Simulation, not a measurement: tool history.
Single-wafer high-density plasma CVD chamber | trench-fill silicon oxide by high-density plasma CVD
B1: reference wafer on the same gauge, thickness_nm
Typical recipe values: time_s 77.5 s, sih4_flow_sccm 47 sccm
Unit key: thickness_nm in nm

{"run": 1, "hour": 0.0, "time_s": 71.1, "sih4_flow_sccm": 52, "B1": 485.824, "thickness_nm": 418.149}
{"run": 2, "hour": 43.8, "time_s": 71.1, "sih4_flow_sccm": 52, "B1": 486.255, "thickness_nm": 418.742}
{"run": 3, "hour": 90.7, "time_s": 77.5, "sih4_flow_sccm": 47, "B1": 486.522, "thickness_nm": 407.31}
{"hour": 97.7, "done": "gauge calibrated"}
{"run": 4, "hour": 157.4, "time_s": 71.5, "sih4_flow_sccm": 53, "B1": 473.42, "thickness_nm": 418.925}
{"run": 5, "hour": 197.0, "time_s": 77.5, "sih4_flow_sccm": 47, "B1": 474.352, "thickness_nm": 401.161}
{"run": 6, "hour": 263.7, "time_s": 77.5, "sih4_flow_sccm": 47, "B1": 476.786, "thickness_nm": 403.926}
{"run": 7, "hour": 299.5, "time_s": 77.5, "sih4_flow_sccm": 47, "B1": 476.256, "thickness_nm": 400.532}
{"run": 8, "hour": 463.4, "time_s": 77.5, "sih4_flow_sccm": 47, "B1": 482.222, "thickness_nm": 408.38}
{"run": 9, "hour": 514.9, "time_s": 88.5, "sih4_flow_sccm": 49, "B1": 482.976, "thickness_nm": 485.549}
{"run": 10, "hour": 619.1, "time_s": 77.5, "sih4_flow_sccm": 47, "B1": 484.028, "thickness_nm": 407.408}
{"run": 11, "hour": 663.8, "time_s": 77.5, "sih4_flow_sccm": 47, "B1": 484.817, "thickness_nm": 412.94}
{"run": 12, "hour": 721.8, "time_s": 77.5, "sih4_flow_sccm": 47, "B1": 485.112, "thickness_nm": 415.245}
{"run": 13, "hour": 789.1, "time_s": 69, "sih4_flow_sccm": 47, "B1": 486.043, "thickness_nm": 364.588}
{"run": 14, "hour": 838.5, "time_s": 69, "sih4_flow_sccm": 47, "B1": 486.814, "thickness_nm": 360.789}
{"run": 15, "hour": 882.9, "time_s": 69, "sih4_flow_sccm": 47, "B1": 486.542, "thickness_nm": 365.203}
{"run": 16, "hour": 941.7, "time_s": 82.2, "sih4_flow_sccm": 41, "B1": 487.066, "thickness_nm": 383.429}
{"hour": 976.0, "done": "silane flow controller replaced"}
{"run": 17, "hour": 988.2, "time_s": 82.2, "sih4_flow_sccm": 41, "B1": 486.863, "thickness_nm": 378.167}
{"run": 18, "hour": 1029.2, "time_s": 77.5, "sih4_flow_sccm": 50, "B1": 489.15, "thickness_nm": 434.397}
{"run": 19, "hour": 1089.4, "time_s": 77.5, "sih4_flow_sccm": 50, "B1": 488.244, "thickness_nm": 436.588}
{"run": 20, "hour": 1116.6, "time_s": 77.5, "sih4_flow_sccm": 50, "B1": 487.535, "thickness_nm": 440.358}
{"run": 21, "hour": 1171.1, "time_s": 77.5, "sih4_flow_sccm": 47, "B1": 488.174, "thickness_nm": 413.205}
{"run": 22, "hour": 1221.6, "time_s": 92.3, "sih4_flow_sccm": 54, "B1": 489.785, "thickness_nm": 560.656}
{"run": 23, "hour": 1251.1, "time_s": 67.9, "sih4_flow_sccm": 50, "B1": 490.248, "thickness_nm": 382.305}
{"run": 24, "hour": 1280.3, "time_s": 62.8, "sih4_flow_sccm": 55, "B1": 489.951, "thickness_nm": 395.762}
{"run": 25, "hour": 1305.2, "time_s": 84.7, "sih4_flow_sccm": 54, "B1": 490.007, "thickness_nm": 520.591}
{"run": 26, "hour": 1365.4, "time_s": 71.8, "sih4_flow_sccm": 47, "B1": 489.553, "thickness_nm": 381.353}
{"run": 27, "hour": 1408.9, "time_s": 77.5, "sih4_flow_sccm": 52, "B1": 488.892, "thickness_nm": 460.102}
{"hour": 1433.4, "done": "gauge calibrated"}
{"run": 28, "hour": 1447.8, "time_s": 69, "sih4_flow_sccm": 47, "B1": 465.165, "thickness_nm": 345.489}
{"run": 29, "hour": 1499.6, "time_s": 63.2, "sih4_flow_sccm": 47, "B1": 467.126, "thickness_nm": 321.441}
{"run": 30, "hour": 1561.1, "time_s": 91.6, "sih4_flow_sccm": 38, "B1": 469.427, "thickness_nm": 377.547}
{"run": 31, "hour": 1621.5, "time_s": 77.5, "sih4_flow_sccm": 53, "B1": 469.759, "thickness_nm": 445.094}
{"run": 32, "hour": 1671.4, "time_s": 77.5, "sih4_flow_sccm": 47, "B1": 472.15, "thickness_nm": 393.557}
{"run": 33, "hour": 1717.0, "time_s": 70.2, "sih4_flow_sccm": 47, "B1": 474.443, "thickness_nm": 363.102}
{"run": 34, "hour": 1774.2, "time_s": 69.1, "sih4_flow_sccm": 52, "B1": 474.469, "thickness_nm": 394.692}
{"run": 35, "hour": 1827.7, "time_s": 77.5, "sih4_flow_sccm": 47, "B1": 475.699, "thickness_nm": 405.594}
{"run": 36, "hour": 1873.9, "time_s": 77.5, "sih4_flow_sccm": 56, "B1": 476.474, "thickness_nm": 481.853}
{"run": 37, "hour": 1926.4, "time_s": 77.5, "sih4_flow_sccm": 47, "B1": 478.118, "thickness_nm": 406.899}
{"run": 38, "hour": 1976.2, "time_s": 62.8, "sih4_flow_sccm": 55, "B1": 478.394, "thickness_nm": 384.997}
{"run": 39, "hour": 2005.4, "time_s": 77.5, "sih4_flow_sccm": 47, "B1": 477.776, "thickness_nm": 402.018}

For run 40, what comes out?
{"run": 40, "hour": 2043.3, "time_s": 77.5, "sih4_flow_sccm": 47, "B1": "?", "thickness_nm": "?"}

B1: 479.054
thickness_nm: 405.978 nm
Without the tool's hidden state the same run would have given thickness_nm 395.804 nm.

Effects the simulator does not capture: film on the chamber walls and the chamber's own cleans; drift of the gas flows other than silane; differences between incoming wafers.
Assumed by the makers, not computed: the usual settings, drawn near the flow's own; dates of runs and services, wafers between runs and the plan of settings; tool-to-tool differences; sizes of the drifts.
